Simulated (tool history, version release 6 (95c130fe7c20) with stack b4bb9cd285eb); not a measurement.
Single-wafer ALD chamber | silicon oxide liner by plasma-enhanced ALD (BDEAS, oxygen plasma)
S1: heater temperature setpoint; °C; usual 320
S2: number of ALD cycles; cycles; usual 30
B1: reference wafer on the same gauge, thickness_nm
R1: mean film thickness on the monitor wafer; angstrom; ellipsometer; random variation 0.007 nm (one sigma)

run	hour	S1	S2	B1	R1
1	0.0	320	30	2.313	27.67
2	70.2	317	30	2.307	27.73
3	98.0	320	30	2.304	27.55
4	143.9	320	32	2.300	29.43
5	213.3	320	32	2.295	29.23
6	328.5	309	30	2.284	27.77
7	363.3	309	30	2.283	27.69
8	397.2	309	30	2.277	27.57
# hour 424.1: gauge calibrated
9	450.0	320	33	2.347	30.85
# hour 497.4: thermocouple changed; heater temperature recalibrated
10	497.9	327	30	2.343	27.66
11	540.9	327	30	2.340	27.60
12	590.3	320	30	2.337	27.89
13	631.6	320	35	2.332	32.53
14	702.8	327	35	2.325	31.94
15	760.3	331	26	2.319	23.60
16	825.5	315	30	2.312	27.86
17	863.2	307	30	2.311	28.15
18	931.9	333	30	2.305	26.95
19	968.3	334	35	2.300	31.39
20	1017.9	311	34	2.294	31.44

The next listed run, before its measurement:
21	1063.2	327	28	?	?

B1: 2.294
R1: 25.25 angstrom
Without the tool's hidden state the same run would have given R1 25.89 angstrom.
